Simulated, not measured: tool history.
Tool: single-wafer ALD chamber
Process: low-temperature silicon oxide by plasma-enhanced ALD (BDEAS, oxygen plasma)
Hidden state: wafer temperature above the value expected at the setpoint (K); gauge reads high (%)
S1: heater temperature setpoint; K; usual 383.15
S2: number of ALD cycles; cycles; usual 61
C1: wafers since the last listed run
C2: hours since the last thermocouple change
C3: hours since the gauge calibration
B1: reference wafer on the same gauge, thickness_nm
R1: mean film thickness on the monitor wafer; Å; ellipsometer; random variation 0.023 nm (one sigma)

{"run": 1, "hour": 0.0, "S1": 383.15, "S2": 61, "C1": 0, "C2": 1133.5, "C3": 48.4, "B1": 9.794, "R1": 92.96}
{"run": 2, "hour": 22.0, "S1": 383.15, "S2": 61, "C1": 112, "C2": 1155.5, "C3": 70.4, "B1": 9.788, "R1": 92.87}
{"run": 3, "hour": 51.8, "S1": 383.15, "S2": 61, "C1": 152, "C2": 1185.3, "C3": 100.2, "B1": 9.778, "R1": 92.63}
{"run": 4, "hour": 67.8, "S1": 391.15, "S2": 54, "C1": 81, "C2": 1201.3, "C3": 116.2, "B1": 9.774, "R1": 80.91}
{"run": 5, "hour": 96.4, "S1": 391.15, "S2": 54, "C1": 146, "C2": 1229.9, "C3": 144.8, "B1": 9.784, "R1": 81.47}
{"run": 6, "hour": 111.6, "S1": 391.15, "S2": 54, "C1": 77, "C2": 1245.1, "C3": 160, "B1": 9.778, "R1": 81.13}
{"run": 7, "hour": 133.6, "S1": 383.15, "S2": 55, "C1": 112, "C2": 1267.1, "C3": 182, "B1": 9.78, "R1": 83.91}
{"run": 8, "hour": 150.8, "S1": 383.15, "S2": 55, "C1": 88, "C2": 1284.3, "C3": 199.2, "B1": 9.781, "R1": 83.96}
{"run": 9, "hour": 173.2, "S1": 383.15, "S2": 55, "C1": 114, "C2": 1306.7, "C3": 221.6, "B1": 9.779, "R1": 83.55}
{"run": 10, "hour": 208.3, "S1": 383.15, "S2": 61, "C1": 179, "C2": 1341.8, "C3": 256.7, "B1": 9.787, "R1": 92.68}
{"run": 11, "hour": 237.6, "S1": 383.15, "S2": 61, "C1": 150, "C2": 1371.1, "C3": 286, "B1": 9.785, "R1": 92.9}
{"run": 12, "hour": 265.9, "S1": 383.15, "S2": 61, "C1": 144, "C2": 1399.4, "C3": 314.3, "B1": 9.786, "R1": 92.85}
{"run": 13, "hour": 289.6, "S1": 383.15, "S2": 61, "C1": 121, "C2": 1423.1, "C3": 338, "B1": 9.787, "R1": 92.82}
{"run": 14, "hour": 305.3, "S1": 394.15, "S2": 61, "C1": 80, "C2": 1438.8, "C3": 353.7, "B1": 9.774, "R1": 90.79}
{"hour": 320.9, "done": "thermocouple changed; heater temperature recalibrated"}
{"run": 15, "hour": 326.6, "S1": 371.15, "S2": 55, "C1": 68, "C2": 5.7, "C3": 375, "B1": 9.782, "R1": 85.54}
{"hour": 334.4, "done": "gauge calibrated"}
{"run": 16, "hour": 344.5, "S1": 383.15, "S2": 61, "C1": 91, "C2": 23.6, "C3": 10.1, "B1": 9.781, "R1": 93.18}
{"run": 17, "hour": 365.2, "S1": 369.15, "S2": 52, "C1": 105, "C2": 44.3, "C3": 30.8, "B1": 9.771, "R1": 81.43}
{"run": 18, "hour": 384.2, "S1": 383.15, "S2": 61, "C1": 97, "C2": 63.3, "C3": 49.8, "B1": 9.792, "R1": 92.69}
{"run": 19, "hour": 415.1, "S1": 373.15, "S2": 66, "C1": 158, "C2": 94.2, "C3": 80.7, "B1": 9.778, "R1": 101.92}
{"run": 20, "hour": 442.2, "S1": 388.15, "S2": 57, "C1": 138, "C2": 121.3, "C3": 107.8, "B1": 9.78, "R1": 85.72}
{"run": 21, "hour": 465.8, "S1": 383.15, "S2": 65, "C1": 120, "C2": 144.9, "C3": 131.4, "B1": 9.784, "R1": 99.28}
{"run": 22, "hour": 488.4, "S1": 392.15, "S2": 71, "C1": 115, "C2": 167.5, "C3": 154, "B1": 9.788, "R1": 106.19}
{"run": 23, "hour": 563.8, "S1": 383.15, "S2": 61, "C1": 386, "C2": 242.9, "C3": 229.4, "B1": 9.782, "R1": 92.95}
{"run": 24, "hour": 591.8, "S1": 383.15, "S2": 55, "C1": 143, "C2": 270.9, "C3": 257.4, "B1": 9.785, "R1": 83.82}
{"run": 25, "hour": 617.0, "S1": 397.15, "S2": 70, "C1": 129, "C2": 296.1, "C3": 282.6, "B1": 9.79, "R1": 103.79}
{"run": 26, "hour": 641.6, "S1": 390.15, "S2": 61, "C1": 125, "C2": 320.7, "C3": 307.2, "B1": 9.785, "R1": 92.09}

How the hidden state differs across the entries between the runs, from the last listed run before each to the first after it:
Between runs 14 and 15: thermocouple changed; heater temperature recalibrated (hour 320.9)
  no hidden state differs between the two runs
Between runs 15 and 16: gauge calibrated (hour 334.4)
  no hidden state differs between the two runs
